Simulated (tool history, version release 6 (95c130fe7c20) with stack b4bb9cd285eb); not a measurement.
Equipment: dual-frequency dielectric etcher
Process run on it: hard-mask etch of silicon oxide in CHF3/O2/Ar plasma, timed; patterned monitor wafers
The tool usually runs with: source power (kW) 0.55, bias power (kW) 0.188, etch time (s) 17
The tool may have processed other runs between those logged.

| run | hour | source power (kW) | bias power (kW) | etch time (s) | read-back reference wafer on the same gauge, depth_nm | mean etch depth across the wafer (Å) |
|---|---|---|---|---|---|---|
| 1 | 0 | 0.55 | 0.188 | 17 | 34.58 | 340.4 |
|  | 89.4 | gauge calibrated |
| 2 | 198.5 | 0.55 | 0.188 | 17 | 34.43 | 343.5 |
| 3 | 290.8 | 0.55 | 0.224 | 17 | 34.62 | 370.7 |
|  | 345.7 | wet clean of the chamber |
| 4 | 362.8 | 0.55 | 0.224 | 17 | 34.47 | 345.3 |
| 5 | 422.1 | 0.55 | 0.224 | 17 | 34.6 | 347.6 |
| 6 | 517.9 | 0.55 | 0.188 | 17 | 34.45 | 333.5 |
| 7 | 569.6 | 0.55 | 0.188 | 17 | 34.44 | 335.9 |
| 8 | 634.6 | 0.55 | 0.188 | 17 | 34.5 | 331.8 |
| 9 | 707.4 | 0.55 | 0.188 | 17 | 34.42 | 338.1 |
|  | 741.7 | upper electrode replaced |
|  | 801.9 | wet clean of the chamber |
| 10 | 802.4 | 0.55 | 0.188 | 17 | 34.54 | 329.7 |
|  | 829.6 | source power generator calibrated |
| 11 | 880.7 | 0.55 | 0.188 | 17 | 34.57 | 332.7 |
| 12 | 926.5 | 0.55 | 0.188 | 13.5 | 34.54 | 264 |
| 13 | 1027 | 0.6 | 0.188 | 20 | 34.49 | 414.4 |
| 14 | 1115.4 | 0.5 | 0.188 | 17 | 34.6 | 330.4 |
| 15 | 1193.1 | 0.55 | 0.172 | 14 | 34.53 | 278 |
|  | 1268.1 | wet clean of the chamber |
| 16 | 1273.6 | 0.55 | 0.188 | 15.5 | 34.44 | 296.3 |
| 17 | 1348.7 | 0.5 | 0.232 | 21.5 | 34.58 | 432.6 |
| 18 | 1407.9 | 0.59 | 0.203 | 17 | 34.39 | 349.1 |
|  | 1412.9 | gauge calibrated |
|  | 1419.1 | bias power generator calibrated |
| 19 | 1500 | 0.59 | 0.147 | 14 | 34.61 | 263.7 |
| 20 | 1537.6 | 0.55 | 0.188 | 17 | 34.48 | 336 |
| 21 | 1617.2 | 0.55 | 0.188 | 17 | 34.63 | 340.7 |
| 22 | 1711.3 | 0.55 | 0.188 | 17 | 34.49 | 341 |
|  | 1751.9 | wet clean of the chamber |
| 23 | 1765 | 0.55 | 0.166 | 17 | 34.51 | 318.5 |
| 24 | 1819.2 | 0.43 | 0.188 | 13 | 34.47 | 232.3 |
| 25 | 1893.4 | 0.55 | 0.188 | 14.5 | 34.43 | 281 |

Forecast each of these 3 alternatives for the next run:
| A | 1893.8 | 0.55 | 0.188 | 17 | ? | ? |
| B | 1893.8 | 0.47 | 0.149 | 14 | ? | ? |
| C | 1893.8 | 0.61 | 0.188 | 21 | ? | ? |

| run | read-back reference wafer on the same gauge, depth_nm | mean etch depth across the wafer (Å) |
|---|---|---|
| A | 34.48 | 333.8 |
| B | 34.48 | 244.1 |
| C | 34.48 | 427.4 |
With the hidden condition removed and each run's random variation left untouched, the same runs would have given:
| run | mean etch depth across the wafer (Å) |
|---|---|
| A | 329.2 |
| B | 240.8 |
| C | 421.5 |
